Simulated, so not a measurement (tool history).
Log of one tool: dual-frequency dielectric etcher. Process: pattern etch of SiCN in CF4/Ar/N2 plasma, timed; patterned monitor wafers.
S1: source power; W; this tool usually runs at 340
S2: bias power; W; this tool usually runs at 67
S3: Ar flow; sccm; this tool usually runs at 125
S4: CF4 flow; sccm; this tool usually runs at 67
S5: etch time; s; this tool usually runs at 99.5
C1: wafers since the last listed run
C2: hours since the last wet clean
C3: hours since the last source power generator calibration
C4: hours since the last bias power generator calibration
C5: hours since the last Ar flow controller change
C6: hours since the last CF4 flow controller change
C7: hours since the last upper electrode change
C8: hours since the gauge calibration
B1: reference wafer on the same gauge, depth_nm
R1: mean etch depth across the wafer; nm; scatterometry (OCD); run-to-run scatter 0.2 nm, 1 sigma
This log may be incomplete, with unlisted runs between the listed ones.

run 1 hour=0.0 | S1=340 S2=59 S3=125 S4=67 S5=108.0 | C1=0 C2=396.6 C3=2922.2 C4=2017.4 C5=4023.6 C6=5135.0 C7=3653.0 C8=1014.4 | B1=64.3 | R1=71.0
run 2 hour=13.3 | S1=280 S2=81 S3=152 S4=67 S5=99.5 | C1=124 C2=409.9 C3=2935.5 C4=2030.7 C5=4036.9 C6=5148.3 C7=3666.3 C8=1027.7 | B1=64.2 | R1=65.1
-- hour=39.8 wet clean of the chamber
run 3 hour=49.2 | S1=360 S2=58 S3=125 S4=82 S5=118.5 | C1=111 C2=9.4 C3=2971.4 C4=2066.6 C5=4072.8 C6=5184.2 C7=3702.2 C8=1063.6 | B1=64.3 | R1=84.1
-- hour=67.4 bias power generator calibrated
run 4 hour=68.2 | S1=340 S2=67 S3=125 S4=67 S5=99.5 | C1=139 C2=28.4 C3=2990.4 C4=0.8 C5=4091.8 C6=5203.2 C7=3721.2 C8=1082.6 | B1=64.4 | R1=70.2
-- hour=86.4 source power generator calibrated
-- hour=104.6 upper electrode replaced
run 5 hour=105.1 | S1=340 S2=67 S3=125 S4=67 S5=99.5 | C1=137 C2=65.3 C3=18.7 C4=37.7 C5=4128.7 C6=5240.1 C7=0.5 C8=1119.5 | B1=64.3 | R1=70.4
run 6 hour=110.5 | S1=390 S2=63 S3=125 S4=67 S5=118.5 | C1=50 C2=70.7 C3=24.1 C4=43.1 C5=4134.1 C6=5245.5 C7=5.9 C8=1124.9 | B1=64.3 | R1=89.6
run 7 hour=123.9 | S1=340 S2=67 S3=125 S4=67 S5=99.5 | C1=125 C2=84.1 C3=37.5 C4=56.5 C5=4147.5 C6=5258.9 C7=19.3 C8=1138.3 | B1=64.3 | R1=70.0
run 8 hour=136.8 | S1=410 S2=52 S3=103 S4=67 S5=84.0 | C1=120 C2=97.0 C3=50.4 C4=69.4 C5=4160.4 C6=5271.8 C7=32.2 C8=1151.2 | B1=64.4 | R1=62.5
-- hour=161.7 Ar flow controller replaced
-- hour=163.4 CF4 flow controller replaced
run 9 hour=163.9 | S1=340 S2=67 S3=125 S4=67 S5=99.5 | C1=180 C2=124.1 C3=77.5 C4=96.5 C5=2.2 C6=0.5 C7=59.3 C8=1178.3 | B1=64.3 | R1=70.3
run 10 hour=180.5 | S1=340 S2=67 S3=125 S4=52 S5=99.5 | C1=154 C2=140.7 C3=94.1 C4=113.1 C5=18.8 C6=17.1 C7=75.9 C8=1194.9 | B1=64.3 | R1=66.6
run 11 hour=251.0 | S1=340 S2=77 S3=112 S4=55 S5=99.5 | C1=657 C2=211.2 C3=164.6 C4=183.6 C5=89.3 C6=87.6 C7=146.4 C8=1265.4 | B1=64.4 | R1=75.0
-- hour=259.9 gauge calibrated
run 12 hour=354.1 | S1=340 S2=67 S3=115 S4=67 S5=120.0 | C1=962 C2=314.3 C3=267.7 C4=286.7 C5=192.4 C6=190.7 C7=249.5 C8=94.2 | B1=62.7 | R1=84.0
run 13 hour=371.7 | S1=340 S2=67 S3=125 S4=75 S5=87.5 | C1=164 C2=331.9 C3=285.3 C4=304.3 C5=210.0 C6=208.3 C7=267.1 C8=111.8 | B1=62.7 | R1=61.6
run 14 hour=403.3 | S1=340 S2=71 S3=125 S4=67 S5=99.5 | C1=294 C2=363.5 C3=316.9 C4=335.9 C5=241.6 C6=239.9 C7=298.7 C8=143.4 | B1=62.8 | R1=70.7
run 15 hour=433.9 | S1=260 S2=67 S3=134 S4=67 S5=99.5 | C1=285 C2=394.1 C3=347.5 C4=366.5 C5=272.2 C6=270.5 C7=329.3 C8=174.0 | B1=62.9 | R1=56.3
run 16 hour=450.3 | S1=340 S2=80 S3=125 S4=67 S5=99.5 | C1=153 C2=410.5 C3=363.9 C4=382.9 C5=288.6 C6=286.9 C7=345.7 C8=190.4 | B1=63.0 | R1=75.6
-- hour=501.6 wet clean of the chamber
run 17 hour=502.1 | S1=340 S2=67 S3=125 S4=51 S5=99.5 | C1=259 C2=0.5 C3=415.7 C4=434.7 C5=340.4 C6=338.7 C7=397.5 C8=242.2 | B1=63.1 | R1=65.3
run 18 hour=502.4 | S1=340 S2=67 S3=125 S4=67 S5=99.5 | C1=2 C2=0.8 C3=416.0 C4=435.0 C5=340.7 C6=339.0 C7=397.8 C8=242.5 | B1=63.1 | R1=69.0
run 19 hour=530.1 | S1=360 S2=67 S3=138 S4=74 S5=85.5 | C1=258 C2=28.5 C3=443.7 C4=462.7 C5=368.4 C6=366.7 C7=425.5 C8=270.2 | B1=63.2 | R1=61.8
run 20 hour=565.6 | S1=340 S2=67 S3=125 S4=67 S5=99.5 | C1=331 C2=64.0 C3=479.2 C4=498.2 C5=403.9 C6=402.2 C7=461.0 C8=305.7 | B1=63.2 | R1=69.2
run 21 hour=578.6 | S1=340 S2=71 S3=125 S4=67 S5=99.5 | C1=121 C2=77.0 C3=492.2 C4=511.2 C5=416.9 C6=415.2 C7=474.0 C8=318.7 | B1=63.2 | R1=71.4

4 options for the next run, each taken on its own from the tool as it stands now. Forecast them:
run A hour=579.0 | S1=340 S2=67 S3=125 S4=67 S5=99.5 | C1=3 C2=77.4 C3=492.6 C4=511.6 C5=417.3 C6=415.6 C7=474.4 C8=319.1 | B1=? | R1=?
run B hour=579.0 | S1=340 S2=73 S3=125 S4=60 S5=99.5 | C1=3 C2=77.4 C3=492.6 C4=511.6 C5=417.3 C6=415.6 C7=474.4 C8=319.1 | B1=? | R1=?
run C hour=579.0 | S1=400 S2=67 S3=125 S4=67 S5=99.5 | C1=3 C2=77.4 C3=492.6 C4=511.6 C5=417.3 C6=415.6 C7=474.4 C8=319.1 | B1=? | R1=?
run D hour=579.0 | S1=420 S2=62 S3=125 S4=61 S5=86.0 | C1=3 C2=77.4 C3=492.6 C4=511.6 C5=417.3 C6=415.6 C7=474.4 C8=319.1 | B1=? | R1=?

run=A B1=63.3 R1=69.1
run=B B1=63.3 R1=70.8
run=C B1=63.3 R1=77.8
run=D B1=63.3 R1=65.5
Take away the tool's hidden state, keep each run's random variation, and the runs would have read:
run=A R1=68.0
run=B R1=69.7
run=C R1=76.5
run=D R1=64.5
